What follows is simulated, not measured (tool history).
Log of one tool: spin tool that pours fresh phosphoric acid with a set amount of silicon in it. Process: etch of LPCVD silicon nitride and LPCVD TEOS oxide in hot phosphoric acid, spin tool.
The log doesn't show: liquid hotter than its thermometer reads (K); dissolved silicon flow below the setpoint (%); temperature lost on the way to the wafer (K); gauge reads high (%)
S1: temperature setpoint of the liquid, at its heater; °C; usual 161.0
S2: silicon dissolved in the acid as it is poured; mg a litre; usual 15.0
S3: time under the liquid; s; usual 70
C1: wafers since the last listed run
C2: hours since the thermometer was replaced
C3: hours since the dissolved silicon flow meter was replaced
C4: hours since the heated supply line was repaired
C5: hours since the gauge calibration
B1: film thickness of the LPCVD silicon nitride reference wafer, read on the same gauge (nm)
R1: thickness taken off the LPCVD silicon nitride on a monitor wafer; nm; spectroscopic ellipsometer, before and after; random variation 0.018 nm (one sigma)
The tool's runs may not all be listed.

{"run": 1, "hour": 0.0, "S1": 161.0, "S2": 15.0, "S3": 70, "C1": 0, "C2": 1329.1, "C3": 1396.5, "C4": 2478.9, "C5": 151.5, "B1": 139.99, "R1": 5.76}
{"hour": 4.6, "done": "gauge calibrated"}
{"run": 2, "hour": 17.9, "S1": 159.5, "S2": 15.0, "S3": 70, "C1": 107, "C2": 1347.0, "C3": 1414.4, "C4": 2496.8, "C5": 13.3, "B1": 139.99, "R1": 5.48}
{"run": 3, "hour": 26.7, "S1": 159.5, "S2": 15.0, "S3": 70, "C1": 52, "C2": 1355.8, "C3": 1423.2, "C4": 2505.6, "C5": 22.1, "B1": 139.97, "R1": 5.49}
{"run": 4, "hour": 40.8, "S1": 159.5, "S2": 15.0, "S3": 70, "C1": 84, "C2": 1369.9, "C3": 1437.3, "C4": 2519.7, "C5": 36.2, "B1": 140.03, "R1": 5.5}
{"hour": 85.1, "done": "thermometer replaced"}
{"run": 5, "hour": 90.1, "S1": 161.0, "S2": 15.0, "S3": 70, "C1": 288, "C2": 5.0, "C3": 1486.6, "C4": 2569.0, "C5": 85.5, "B1": 139.99, "R1": 5.24}
{"run": 6, "hour": 105.3, "S1": 161.0, "S2": 15.0, "S3": 70, "C1": 90, "C2": 20.2, "C3": 1501.8, "C4": 2584.2, "C5": 100.7, "B1": 140.0, "R1": 5.26}
{"run": 7, "hour": 113.1, "S1": 161.0, "S2": 15.0, "S3": 70, "C1": 46, "C2": 28.0, "C3": 1509.6, "C4": 2592.0, "C5": 108.5, "B1": 140.02, "R1": 5.26}
{"run": 8, "hour": 121.1, "S1": 161.0, "S2": 15.0, "S3": 70, "C1": 47, "C2": 36.0, "C3": 1517.6, "C4": 2600.0, "C5": 116.5, "B1": 140.02, "R1": 5.23}
{"run": 9, "hour": 130.9, "S1": 161.0, "S2": 15.0, "S3": 70, "C1": 58, "C2": 45.8, "C3": 1527.4, "C4": 2609.8, "C5": 126.3, "B1": 139.97, "R1": 5.25}
{"run": 10, "hour": 146.6, "S1": 163.0, "S2": 15.0, "S3": 70, "C1": 93, "C2": 61.5, "C3": 1543.1, "C4": 2625.5, "C5": 142.0, "B1": 140.0, "R1": 5.61}
{"hour": 154.6, "done": "heated supply line repaired"}
{"hour": 154.9, "done": "dissolved silicon flow meter replaced"}
{"run": 11, "hour": 156.2, "S1": 163.0, "S2": 11.5, "S3": 55, "C1": 50, "C2": 71.1, "C3": 1.3, "C4": 1.6, "C5": 151.6, "B1": 140.0, "R1": 5.08}
{"run": 12, "hour": 162.4, "S1": 162.5, "S2": 7.0, "S3": 50, "C1": 37, "C2": 77.3, "C3": 7.5, "C4": 7.8, "C5": 157.8, "B1": 140.01, "R1": 4.53}
{"hour": 166.6, "done": "gauge calibrated"}
{"run": 13, "hour": 170.1, "S1": 158.0, "S2": 3.5, "S3": 50, "C1": 46, "C2": 85.0, "C3": 15.2, "C4": 15.5, "C5": 3.5, "B1": 140.01, "R1": 3.88}
{"run": 14, "hour": 176.7, "S1": 158.0, "S2": 11.5, "S3": 60, "C1": 39, "C2": 91.6, "C3": 21.8, "C4": 22.1, "C5": 10.1, "B1": 139.97, "R1": 4.67}
{"run": 15, "hour": 187.2, "S1": 161.0, "S2": 20.0, "S3": 110, "C1": 62, "C2": 102.1, "C3": 32.3, "C4": 32.6, "C5": 20.6, "B1": 139.99, "R1": 9.5}
{"run": 16, "hour": 194.0, "S1": 161.0, "S2": 23.5, "S3": 70, "C1": 40, "C2": 108.9, "C3": 39.1, "C4": 39.4, "C5": 27.4, "B1": 139.99, "R1": 6.06}

Forecast run 17:
{"run": 17, "hour": 206.5, "S1": 162.0, "S2": 15.0, "S3": 100, "C1": 74, "C2": 121.4, "C3": 51.6, "C4": 51.9, "C5": 39.9, "B1": "?", "R1": "?"}

B1: 139.98
R1: 8.86 nm
Without the tool's hidden state the same run would have given R1 8.81 nm.
